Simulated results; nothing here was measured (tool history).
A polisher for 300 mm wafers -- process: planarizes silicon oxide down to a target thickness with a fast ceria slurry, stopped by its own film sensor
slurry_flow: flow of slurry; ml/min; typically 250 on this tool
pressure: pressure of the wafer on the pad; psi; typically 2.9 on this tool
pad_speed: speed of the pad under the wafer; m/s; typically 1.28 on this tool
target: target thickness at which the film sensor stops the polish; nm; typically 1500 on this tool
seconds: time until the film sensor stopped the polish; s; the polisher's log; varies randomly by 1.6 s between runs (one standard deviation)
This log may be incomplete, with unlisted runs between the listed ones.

run,hour,slurry_flow,pressure,pad_speed,target,"incoming thickness of the incoming film, nm",seconds
1,0,250,2.9,1.28,1500,3285.5,109.1
2,16.7,200,2.9,1.28,1500,3257,110.9
3,47.9,250,2.9,1.44,1500,3252.3,87.2
4,62.7,250,2.9,1.44,1500,3273,93
5,94.7,250,2.9,1.44,1500,3332.8,100.1
6,120.9,250,2.9,1.28,1500,3218,103.8
7,136.1,250,2.3,1.28,1500,3316.7,141.9
8,170.1,250,2.9,1.28,1500,3232.8,92.2
9,189.6,250,2.9,1.28,1500,3313.2,104.2
10,207.3,250,2.9,1.28,1699,3327.4,97
11,257.9,250,2.9,1.28,1699,3349.4,99.1
12,270.5,250,2.9,1.28,1500,3350.8,110.6
13,292.7,250,2.9,1.28,1626,3294.4,91.7
14,324.6,250,2.9,1.28,1626,3282.5,94.3
15,358.5,310,2.9,1.04,1500,3301,125.7
16,388.6,190,2.9,0.88,1500,3252.3,159
17,406.8,250,2.9,1.6,1806,3267,71.1
18,423.3,250,2.6,0.92,907,3296,219.9
19,450.2,325,3.8,1.6,1752,3292.1,48.8
20,485.2,250,2.9,1.28,1500,3314.7,109.1
21,519,250,2.9,1.28,1500,3354.9,110.4
22,540.2,250,2.3,0.9,2054,3286.3,131.3
23,564.9,250,2.9,1.28,1500,3342.9,109.7
24,589.7,250,2.6,0.92,907,3309,233.7
25,624.3,250,2.9,1.28,1500,3234.9,94.7
26,655.9,250,3.5,1.48,1500,3273.3,75.5
27,689.9,250,2.9,1.28,1126,3260.5,126.4
28,723.7,250,2.9,1.28,1500,3320.6,99.2

The log once held 9 entries between its listed runs, left out of this copy. Where does each go, and what is different about the tool's unlogged condition between the listed run before it and the listed run after it?
Runs 2 to 3: worn pad replaced by a new one (hour 29.9)
  removal rate lost through wear of the pad, %: 12.1 -> 5.92
  difference, measured minus the result without the unlogged condition, seconds: +13.4 -> +5.1 s
Runs 7 to 8: slurry nozzle cleaned (hour 146.8); worn pad replaced by a new one (hour 160.9)
  removal rate lost through wear of the pad, %: 13.2 -> 2.61
  difference, measured minus the result without the unlogged condition, seconds: +18.8 -> +2.4 s
Runs 12 to 13: worn pad replaced by a new one (hour 286.8)
  removal rate lost through wear of the pad, %: 11.7 -> 1.8
  difference, measured minus the result without the unlogged condition, seconds: +13 -> +1.7 s
Runs 13 to 14: head pressure recalibrated (hour 322.7)
  removal rate lost through wear of the pad, %: 1.8 -> 7.22
  difference, measured minus the result without the unlogged condition, seconds: +1.7 -> +6.8 s
Runs 18 to 19: worn pad replaced by a new one (hour 447)
  removal rate lost through wear of the pad, %: 12.2 -> 1.1
  difference, measured minus the result without the unlogged condition, seconds: +26.9 -> +0.6 s
Runs 20 to 21: slurry nozzle cleaned (hour 509.7)
  removal rate lost through wear of the pad, %: 7.21 -> 10.1
  difference, measured minus the result without the unlogged condition, seconds: +7.9 -> +11.2 s
Runs 24 to 25: worn pad replaced by a new one (hour 600.1)
  removal rate lost through wear of the pad, %: 12.3 -> 5
  difference, measured minus the result without the unlogged condition, seconds: +28.7 -> +4.8 s
Runs 27 to 28: worn pad replaced by a new one (hour 723.2)
  removal rate lost through wear of the pad, %: 10.7 -> 0.666
  difference, measured minus the result without the unlogged condition, seconds: +13.5 -> +0.7 s

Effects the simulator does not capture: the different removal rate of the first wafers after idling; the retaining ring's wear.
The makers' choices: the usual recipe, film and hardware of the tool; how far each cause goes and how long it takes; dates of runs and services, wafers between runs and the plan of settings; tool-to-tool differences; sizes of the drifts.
